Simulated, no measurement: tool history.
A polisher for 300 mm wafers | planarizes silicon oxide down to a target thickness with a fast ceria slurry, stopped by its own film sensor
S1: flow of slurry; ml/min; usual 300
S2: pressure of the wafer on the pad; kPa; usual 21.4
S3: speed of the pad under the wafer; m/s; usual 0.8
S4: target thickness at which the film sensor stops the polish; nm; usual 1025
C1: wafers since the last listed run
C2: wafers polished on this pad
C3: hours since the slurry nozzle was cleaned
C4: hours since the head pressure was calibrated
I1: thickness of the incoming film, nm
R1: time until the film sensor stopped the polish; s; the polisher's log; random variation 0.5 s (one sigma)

run   hour   S1    S2    S3    S4   C1    C2     C3     C4      I1    R1
  1      0  300  21.4  0.68  1025    0   254  460.9  453.6  1872.7  61.5
      68.2  -- worn pad replaced by a new one
  2   68.7  300  16.5   0.8  1025  768     5  529.6  522.3  1875.4  66.9
  3   86.5  300  21.4   0.8   959  211   216  547.4  540.1  1917.2    61
  4  107.7  300  21.4   0.7  1025  251   468  568.6  561.3  1906.8  63.2
  5    121  300  21.4   0.8  1025  157   626  581.9  574.6  1902.3  56.2
     136.3  -- head pressure recalibrated
       151  -- worn pad replaced by a new one, of another model than before
  6  156.1  300  21.4   0.8  1025  345    60    617   19.8  1880.1  51.3
  7  181.6  300  21.4   0.8  1025  302   362  642.5   45.3  1916.6  55.7
  8  211.7  300  15.9   0.8  1025  357   720  672.6   75.4  1900.9  69.7
     225.1  -- worn pad replaced by a new one
  9  246.8  300  26.9   0.8  1025  369   257  707.7  110.5    1882  44.5
 10  281.2  300  21.4   0.8  1025  408   666  742.1  144.9  1877.4  53.9
     282.3  -- slurry nozzle cleaned
 11  310.3  375  21.4  0.72  1190  333  1000     28    174  1898.4  45.7
     324.8  -- worn pad replaced by a new one
 12  333.8  300  21.4   0.8  1025  231   107   51.5  197.5  1901.4  54.6
 13  347.7  300  21.4   0.8  1292  165   272   65.4  211.4  1897.6  37.9
 14  363.6  300  25.5  0.56  1025  188   461   81.3  227.3  1901.2  57.9
 15  384.4  250  15.9   0.8   861  247   708  102.1  248.1  1865.4  80.6
     403.4  -- worn pad replaced by a new one
 16    420  300  23.4   0.8   911  375   196  137.7  283.7  1900.9  57.3

What the log doesn't show, run by run:
slurry flow missing at the pad, %: 0 in every run
deviation of the head's pressure from its setpoint, %: 0 in every run
H1: removal rate lost through wear of the pad, %
run     H1
  1   3.03
  2  0.851
  3    3.3
  4    4.8
  5   5.32
  6   0.88
  7   3.55
  8   4.77
  9    3.1
 10   4.88
 11   5.38
 12   1.92
 13   3.44
 14   4.48
 15    5.2
 16   2.95

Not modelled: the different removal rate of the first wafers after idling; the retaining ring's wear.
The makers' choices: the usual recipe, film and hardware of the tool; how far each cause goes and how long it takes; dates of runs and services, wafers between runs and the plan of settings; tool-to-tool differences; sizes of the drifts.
